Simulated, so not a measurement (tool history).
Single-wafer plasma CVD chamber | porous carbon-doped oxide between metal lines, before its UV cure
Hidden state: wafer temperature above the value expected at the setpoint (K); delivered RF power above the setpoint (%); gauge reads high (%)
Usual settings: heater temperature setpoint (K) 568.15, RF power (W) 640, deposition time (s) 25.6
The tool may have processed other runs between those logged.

| run | hour | heater temperature setpoint (K) | RF power (W) | deposition time (s) | wafers since the last listed run | hours since the last thermocouple change | hours since the last RF generator calibration | hours since the showerhead was replaced | hours since the gauge calibration | read-back reference wafer on the same gauge, thickness_nm | mean film thickness on the monitor wafer (angstrom) |
|---|---|---|---|---|---|---|---|---|---|---|---|
| 1 | 0 | 568.15 | 640 | 25.6 | 0 | 1976 | 1940.3 | 6126.9 | 421.1 | 190.087 | 1559.76 |
| 2 | 20.4 | 568.15 | 640 | 22.1 | 411 | 1996.4 | 1960.7 | 6147.3 | 441.5 | 189.999 | 1347.62 |
| 3 | 49.6 | 568.15 | 640 | 22.1 | 588 | 2025.6 | 1989.9 | 6176.5 | 470.7 | 190.064 | 1346.98 |
| 4 | 62.7 | 568.15 | 640 | 22.1 | 264 | 2038.7 | 2003 | 6189.6 | 483.8 | 189.976 | 1355.13 |
| 5 | 77.3 | 568.15 | 640 | 25.6 | 294 | 2053.3 | 2017.6 | 6204.2 | 498.4 | 189.949 | 1557.09 |
| 6 | 129.5 | 568.15 | 640 | 25.6 | 1052 | 2105.5 | 2069.8 | 6256.4 | 550.6 | 190.008 | 1554.96 |
| 7 | 156.3 | 568.15 | 640 | 25.6 | 540 | 2132.3 | 2096.6 | 6283.2 | 577.4 | 190.035 | 1559.56 |
| 8 | 189.4 | 568.15 | 640 | 25.6 | 667 | 2165.4 | 2129.7 | 6316.3 | 610.5 | 190.012 | 1551.1 |
| 9 | 224.5 | 568.15 | 710 | 25.6 | 707 | 2200.5 | 2164.8 | 6351.4 | 645.6 | 190.02 | 1678.75 |
| 10 | 240.4 | 568.15 | 640 | 25.6 | 320 | 2216.4 | 2180.7 | 6367.3 | 661.5 | 189.935 | 1550.87 |
| 11 | 272.2 | 568.15 | 640 | 25.6 | 641 | 2248.2 | 2212.5 | 6399.1 | 693.3 | 190.053 | 1544.33 |
| 12 | 303.7 | 568.15 | 640 | 25.6 | 634 | 2279.7 | 2244 | 6430.6 | 724.8 | 189.923 | 1544.56 |
| 13 | 327.1 | 578.15 | 675 | 25.6 | 471 | 2303.1 | 2267.4 | 6454 | 748.2 | 189.971 | 1514.94 |
| 14 | 349.2 | 578.15 | 675 | 25.6 | 445 | 2325.2 | 2289.5 | 6476.1 | 770.3 | 190.072 | 1513.14 |
| 15 | 380.6 | 578.15 | 675 | 25.6 | 632 | 2356.6 | 2320.9 | 6507.5 | 801.7 | 189.959 | 1506.21 |
|  | 393.6 | showerhead replaced, of another model than before |
| 16 | 395.3 | 562.15 | 640 | 25.6 | 135 | 2371.3 | 2335.6 | 1.7 | 816.4 | 190.036 | 1625.03 |
|  | 401.5 | gauge calibrated |
| 17 | 411.9 | 568.15 | 640 | 22.1 | 334 | 2387.9 | 2352.2 | 18.3 | 10.4 | 190.037 | 1359.66 |
| 18 | 429.6 | 559.15 | 595 | 25.6 | 356 | 2405.6 | 2369.9 | 36 | 28.1 | 189.916 | 1598.68 |
| 19 | 454.8 | 568.15 | 515 | 29.7 | 507 | 2430.8 | 2395.1 | 61.2 | 53.3 | 190.033 | 1605.21 |
| 20 | 487.6 | 578.15 | 730 | 22.9 | 661 | 2463.6 | 2427.9 | 94 | 86.1 | 189.971 | 1405.09 |
| 21 | 505 | 568.15 | 640 | 25.6 | 350 | 2481 | 2445.3 | 111.4 | 103.5 | 189.93 | 1562.3 |
| 22 | 532.4 | 573.15 | 740 | 28.2 | 552 | 2508.4 | 2472.7 | 138.8 | 130.9 | 189.959 | 1789.83 |
| 23 | 549.7 | 568.15 | 765 | 25.6 | 348 | 2525.7 | 2490 | 156.1 | 148.2 | 189.84 | 1718.92 |
|  | 576.7 | RF generator calibrated |
| 24 | 577.2 | 568.15 | 765 | 25.6 | 393 | 2553.2 | 0.5 | 183.6 | 175.7 | 189.953 | 1765.76 |
|  | 602.6 | thermocouple changed; heater temperature recalibrated |
| 25 | 609.4 | 557.15 | 535 | 23.1 | 487 | 6.8 | 32.7 | 215.8 | 207.9 | 190.036 | 1424.41 |
| 26 | 628.2 | 568.15 | 640 | 25.6 | 378 | 25.6 | 51.5 | 234.6 | 226.7 | 189.974 | 1600.17 |
| 27 | 643 | 580.15 | 530 | 30.3 | 298 | 40.4 | 66.3 | 249.4 | 241.5 | 190.097 | 1585.2 |
| 28 | 674.1 | 568.15 | 550 | 25.6 | 626 | 71.5 | 97.4 | 280.5 | 272.6 | 189.919 | 1486.61 |
| 29 | 700.9 | 583.15 | 600 | 25.6 | 540 | 98.3 | 124.2 | 307.3 | 299.4 | 189.893 | 1403.79 |
| 30 | 716.4 | 568.15 | 515 | 25.6 | 312 | 113.8 | 139.7 | 322.8 | 314.9 | 189.963 | 1431.91 |
| 31 | 734.2 | 568.15 | 640 | 25.6 | 358 | 131.6 | 157.5 | 340.6 | 332.7 | 189.983 | 1607.73 |
| 32 | 763.5 | 568.15 | 570 | 29.8 | 590 | 160.9 | 186.8 | 369.9 | 362 | 190.046 | 1741.59 |
| 33 | 855.4 | 559.15 | 640 | 25.6 | 1852 | 252.8 | 278.7 | 461.8 | 453.9 | 190.016 | 1705.88 |

For each run, the measured value with the value that run would have given without the tool's hidden condition subtracted. The run-to-run variation is shared by both, the gauge scatter possibly not:
| run | mean film thickness on the monitor wafer (angstrom) |
|---|---|
| 1 | -54.41 |
| 2 | -47.5 |
| 3 | -48.17 |
| 4 | -48.77 |
| 5 | -56.44 |
| 6 | -57.8 |
| 7 | -58.72 |
| 8 | -59.31 |
| 9 | -64.22 |
| 10 | -60.72 |
| 11 | -61.34 |
| 12 | -62.21 |
| 13 | -60.93 |
| 14 | -61.46 |
| 15 | -62.02 |
| 16 | -47.57 |
| 17 | -40.08 |
| 18 | -47.48 |
| 19 | -49.2 |
| 20 | -42.06 |
| 21 | -47.86 |
| 22 | -54.56 |
| 23 | -52.76 |
| 24 | -4.98 |
| 25 | -4.61 |
| 26 | -5.53 |
| 27 | -5.85 |
| 28 | -5.92 |
| 29 | -6.03 |
| 30 | -6.55 |
| 31 | -7.53 |
| 32 | -8.75 |
| 33 | -10.4 |
